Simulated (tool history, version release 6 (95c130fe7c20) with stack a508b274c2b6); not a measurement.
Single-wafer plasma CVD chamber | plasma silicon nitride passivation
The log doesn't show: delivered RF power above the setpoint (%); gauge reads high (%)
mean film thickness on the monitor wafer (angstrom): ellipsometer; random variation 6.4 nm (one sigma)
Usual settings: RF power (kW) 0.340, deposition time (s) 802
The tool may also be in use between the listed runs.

run	hour	RF power (kW)	deposition time (s)	wafers since the last listed run	hours since the last RF generator calibration	hours since the showerhead was replaced	hours since the gauge calibration	read-back reference wafer on the same gauge, thickness_nm	mean film thickness on the monitor wafer (angstrom)
1	0.0	0.320	802	0	1573.8	5129.1	689.4	1146.180	11310.89
2	72.0	0.320	802	253	1645.8	5201.1	761.4	1150.691	11308.68
3	129.2	0.320	802	201	1703.0	5258.3	818.6	1152.553	11287.64
4	222.3	0.325	802	328	1796.1	5351.4	911.7	1158.648	11429.15
5	290.3	0.340	882	239	1864.1	5419.4	979.7	1159.904	12827.17
# hour 609.1: gauge calibrated
6	614.2	0.340	882	1142	2188.0	5743.3	5.1	1106.556	12316.07
7	664.7	0.340	802	178	2238.5	5793.8	55.6	1110.547	11197.89
8	770.2	0.340	802	372	2344.0	5899.3	161.1	1115.333	11114.30
# hour 796.7: showerhead replaced
9	849.4	0.340	802	251	2423.2	52.7	240.3	1118.222	11181.51
10	891.9	0.340	743	149	2465.7	95.2	282.8	1120.243	10510.93
# hour 905.5: RF generator calibrated
11	974.0	0.365	741	261	68.5	177.3	364.9	1123.433	10832.97
12	1017.3	0.360	715	152	111.8	220.6	408.2	1126.789	10370.79
13	1060.8	0.275	951	153	155.3	264.1	451.7	1127.449	12427.47
14	1131.9	0.385	886	250	226.4	335.2	522.8	1128.610	13160.70
15	1192.1	0.340	802	212	286.6	395.4	583.0	1133.268	11370.78
16	1297.0	0.340	802	369	391.5	500.3	687.9	1139.766	11450.10
17	1400.2	0.385	750	363	494.7	603.5	791.1	1143.328	11214.90
18	1437.9	0.375	642	132	532.4	641.2	828.8	1144.411	9567.87
19	1489.8	0.340	957	183	584.3	693.1	880.7	1147.664	13673.15
20	1589.5	0.340	802	351	684.0	792.8	980.4	1150.685	11657.55
21	1648.7	0.285	677	208	743.2	852.0	1039.6	1155.711	9079.55
22	1729.9	0.295	862	286	824.4	933.2	1120.8	1158.810	11901.16

Forecast each of these 3 alternatives for the next run:
A	1730.5	0.340	802	2	825.0	933.8	1121.4	?	?
B	1730.5	0.290	697	2	825.0	933.8	1121.4	?	?
C	1730.5	0.385	802	2	825.0	933.8	1121.4	?	?

run	read-back reference wafer on the same gauge, thickness_nm	mean film thickness on the monitor wafer (angstrom)
A	1154.177	11738.38
B	1154.177	9596.94
C	1154.177	12291.32
Without the tool's hidden state the same runs would have given:
run	mean film thickness on the monitor wafer (angstrom)
A	11254.40
B	9201.26
C	11784.54

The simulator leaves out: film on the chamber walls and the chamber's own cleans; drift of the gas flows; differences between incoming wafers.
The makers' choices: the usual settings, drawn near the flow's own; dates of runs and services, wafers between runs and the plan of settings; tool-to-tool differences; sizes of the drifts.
